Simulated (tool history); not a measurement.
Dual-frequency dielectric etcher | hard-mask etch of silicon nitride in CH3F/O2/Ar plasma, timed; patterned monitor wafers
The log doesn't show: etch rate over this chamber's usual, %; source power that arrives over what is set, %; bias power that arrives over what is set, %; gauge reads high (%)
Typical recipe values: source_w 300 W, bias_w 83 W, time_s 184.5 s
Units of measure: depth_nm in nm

run     day  source_w  bias_w  time_s  wafers since the last listed run  hours since the last wet clean  hours since the last source power generator calibration  hours since the last bias power generator calibration  hours since the last upper electrode change  hours since the gauge calibration  read-back reference wafer on the same gauge, depth_nm  depth_nm
  1   0.000       300      67   184.5                                 0                            10.9                                                   3088.7                                                 4280.5                                       2104.7                              587.5                                                  109.0     101.2
  2   1.383       300      67   184.5                               315                            44.1                                                   3121.9                                                 4313.7                                       2137.9                              620.7                                                  108.9     101.1
      1.421  -- gauge calibrated
  3   2.750       300      67   184.5                               311                            76.9                                                   3154.7                                                 4346.5                                       2170.7                               31.9                                                  109.0     100.5
  4   5.488       300      83   213.0                               623                           142.6                                                   3220.4                                                 4412.2                                       2236.4                               97.6                                                  108.9     132.6
  5  12.850       300      83   213.0                              1677                           319.3                                                   3397.1                                                 4588.9                                       2413.1                              274.3                                                  109.0     131.4
  6  14.100       300      83   213.0                               284                           349.3                                                   3427.1                                                 4618.9                                       2443.1                              304.3                                                  109.0     132.3
  7  15.379       300      83   184.5                               291                           380.0                                                   3457.8                                                 4649.6                                       2473.8                              335.0                                                  109.0     114.1
  8  17.400       300      83   184.5                               460                           428.5                                                   3506.3                                                 4698.1                                       2522.3                              383.5                                                  109.0     113.8
     18.596  -- wet clean of the chamber
  9  20.383       300      83   184.5                               451                            42.9                                                   3577.9                                                 4769.7                                       2593.9                              455.1                                                  109.1     114.7
 10  21.483       300      83   184.5                               250                            69.3                                                   3604.3                                                 4796.1                                       2620.3                              481.5                                                  109.1     115.0
     24.471  -- upper electrode replaced, of another model than before
     24.612  -- bias power generator calibrated
 11  24.633       300      83   184.5                               456                           144.9                                                   3679.9                                                    0.5                                          3.9                              557.1                                                  109.0     114.8

Predict the results of run 12:
     28.292  -- gauge calibrated
 12  30.771       330      97   184.5                              1398                           292.2                                                   3827.2                                                  147.8                                        151.2                               59.5                                                      ?         ?

read-back reference wafer on the same gauge, depth_nm: 108.9
depth_nm: 124.2 nm
The same run, on a tool lacking any hidden state, would have yielded depth_nm 125.4 nm.

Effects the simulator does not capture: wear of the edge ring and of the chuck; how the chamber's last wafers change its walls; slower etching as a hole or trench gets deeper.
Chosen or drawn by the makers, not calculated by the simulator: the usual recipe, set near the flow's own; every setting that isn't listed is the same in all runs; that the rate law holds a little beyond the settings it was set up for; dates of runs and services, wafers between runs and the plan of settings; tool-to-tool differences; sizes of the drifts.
